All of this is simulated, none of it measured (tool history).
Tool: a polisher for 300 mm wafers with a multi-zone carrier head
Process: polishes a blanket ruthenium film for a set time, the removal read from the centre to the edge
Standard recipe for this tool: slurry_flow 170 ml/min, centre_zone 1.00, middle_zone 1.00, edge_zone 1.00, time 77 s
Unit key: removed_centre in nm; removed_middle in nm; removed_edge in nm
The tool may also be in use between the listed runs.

| run | hour | slurry_flow | centre_zone | middle_zone | edge_zone | time | wafers since the last listed run | wafers polished on this pad | hours since the slurry nozzle was cleaned | hours since the centre zone pressure was calibrated | hours since the edge zone pressure was calibrated | hours since the carrier head's membrane was replaced | incoming thickness of the incoming film, nm | removed_centre | removed_middle | removed_edge |
|---|---|---|---|---|---|---|---|---|---|---|---|---|---|---|---|---|
| 1 | 0.0 | 170 | 1.00 | 1.00 | 1.00 | 77 | 0 | 525 | 263.8 | 1299.6 | 1143.7 | 1588.7 | 460.7 | 69.4 | 71.7 | 71.0 |
| 2 | 13.5 | 170 | 1.00 | 1.00 | 1.00 | 77 | 167 | 693 | 277.3 | 1313.1 | 1157.2 | 1602.2 | 461.3 | 67.4 | 71.2 | 69.8 |
|  | 24.4 | worn pad replaced by a new one |
| 3 | 24.9 | 170 | 1.00 | 1.00 | 1.00 | 77 | 91 | 6 | 288.7 | 1324.5 | 1168.6 | 1613.6 | 456.4 | 72.6 | 75.6 | 74.2 |
| 4 | 32.6 | 170 | 1.00 | 1.00 | 1.00 | 77 | 95 | 101 | 296.4 | 1332.2 | 1176.3 | 1621.3 | 459.9 | 73.1 | 74.9 | 72.6 |
| 5 | 55.2 | 170 | 1.00 | 0.97 | 1.00 | 77 | 280 | 382 | 319.0 | 1354.8 | 1198.9 | 1643.9 | 454.9 | 71.1 | 69.8 | 71.2 |
| 6 | 67.5 | 170 | 1.00 | 0.97 | 1.00 | 77 | 152 | 535 | 331.3 | 1367.1 | 1211.2 | 1656.2 | 457.8 | 68.7 | 70.1 | 70.5 |
|  | 74.9 | carrier head's membrane replaced by a new one |
|  | 82.9 | worn pad replaced by a new one |
| 7 | 84.6 | 170 | 1.00 | 0.97 | 1.00 | 77 | 100 | 21 | 348.4 | 1384.2 | 1228.3 | 9.7 | 462.3 | 73.8 | 73.6 | 74.8 |
| 8 | 100.0 | 170 | 1.00 | 1.00 | 1.00 | 95 | 191 | 212 | 363.8 | 1399.6 | 1243.7 | 25.1 | 466.9 | 87.7 | 91.8 | 91.7 |
| 9 | 106.4 | 170 | 1.00 | 1.00 | 1.00 | 95 | 79 | 292 | 370.2 | 1406.0 | 1250.1 | 31.5 | 456.9 | 88.1 | 89.7 | 90.0 |
|  | 111.0 | edge zone pressure recalibrated |
| 10 | 120.5 | 170 | 1.00 | 1.00 | 1.00 | 52 | 150 | 442 | 384.3 | 1420.1 | 9.5 | 45.6 | 467.0 | 48.2 | 48.9 | 48.8 |
| 11 | 129.4 | 170 | 1.00 | 1.00 | 1.00 | 77 | 110 | 553 | 393.2 | 1429.0 | 18.4 | 54.5 | 454.1 | 69.9 | 72.6 | 70.3 |
| 12 | 137.7 | 170 | 1.08 | 0.97 | 1.00 | 66 | 103 | 656 | 401.5 | 1437.3 | 26.7 | 62.8 | 461.1 | 63.6 | 58.7 | 58.4 |
|  | 141.9 | worn pad replaced by a new one |
| 13 | 151.1 | 170 | 0.93 | 1.00 | 0.93 | 62 | 116 | 113 | 414.9 | 1450.7 | 40.1 | 76.2 | 469.7 | 54.5 | 60.5 | 58.7 |
|  | 156.0 | slurry nozzle cleaned |
| 14 | 159.6 | 170 | 1.00 | 1.00 | 1.00 | 77 | 93 | 207 | 3.6 | 1459.2 | 48.6 | 84.7 | 456.6 | 72.2 | 72.4 | 73.1 |
| 15 | 169.5 | 170 | 1.00 | 0.96 | 1.00 | 64 | 123 | 330 | 13.5 | 1469.1 | 58.5 | 94.6 | 452.9 | 59.6 | 58.0 | 60.0 |
| 16 | 176.6 | 145 | 1.00 | 1.05 | 0.95 | 98 | 88 | 418 | 20.6 | 1476.2 | 65.6 | 101.7 | 466.2 | 87.4 | 93.4 | 86.8 |
| 17 | 190.8 | 170 | 1.04 | 1.04 | 1.00 | 77 | 176 | 594 | 34.8 | 1490.4 | 79.8 | 115.9 | 452.9 | 72.0 | 73.4 | 69.4 |
|  | 197.3 | centre zone pressure recalibrated |
| 18 | 204.8 | 225 | 1.00 | 1.00 | 1.00 | 77 | 149 | 743 | 48.8 | 7.5 | 93.8 | 129.9 | 457.8 | 72.0 | 71.2 | 71.0 |
|  | 210.2 | worn pad replaced by a new one |
| 19 | 217.8 | 170 | 0.90 | 1.00 | 1.00 | 77 | 111 | 94 | 61.8 | 20.5 | 106.8 | 142.9 | 462.0 | 66.1 | 75.4 | 72.7 |
| 20 | 232.0 | 110 | 0.91 | 1.00 | 1.00 | 77 | 176 | 270 | 76.0 | 34.7 | 121.0 | 157.1 | 465.4 | 59.9 | 67.2 | 67.2 |
| 21 | 249.2 | 170 | 1.00 | 1.00 | 0.97 | 77 | 213 | 484 | 93.2 | 51.9 | 138.2 | 174.3 | 457.8 | 69.0 | 71.4 | 69.5 |
| 22 | 262.3 | 130 | 1.00 | 1.00 | 0.95 | 84 | 162 | 647 | 106.3 | 65.0 | 151.3 | 187.4 | 457.1 | 70.5 | 74.6 | 72.9 |

Predict each of these 4 candidate next runs independently; none follows another, all start after run 22:
| A | 262.7 | 170 | 1.00 | 1.00 | 1.00 | 77 | 4 | 652 | 106.7 | 65.4 | 151.7 | 187.8 | 468.8 | ? | ? | ? |
| B | 262.7 | 170 | 1.03 | 0.91 | 1.00 | 53 | 4 | 652 | 106.7 | 65.4 | 151.7 | 187.8 | 468.8 | ? | ? | ? |
| C | 262.7 | 230 | 1.00 | 1.00 | 1.00 | 91 | 4 | 652 | 106.7 | 65.4 | 151.7 | 187.8 | 468.8 | ? | ? | ? |
| D | 262.7 | 170 | 1.00 | 1.00 | 0.94 | 55 | 4 | 652 | 106.7 | 65.4 | 151.7 | 187.8 | 468.8 | ? | ? | ? |

| run | removed_centre | removed_middle | removed_edge |
|---|---|---|---|
| A | 69.4 | 70.5 | 69.2 |
| B | 49.2 | 45.3 | 47.7 |
| C | 85.9 | 86.8 | 84.2 |
| D | 49.6 | 50.4 | 48.0 |
Had the tool no hidden state, the same runs would have come out as:
| run | removed_centre | removed_middle | removed_edge |
|---|---|---|---|
| A | 74.6 | 75.8 | 74.4 |
| B | 52.9 | 48.7 | 51.2 |
| C | 92.3 | 93.3 | 90.5 |
| D | 53.3 | 54.2 | 51.6 |
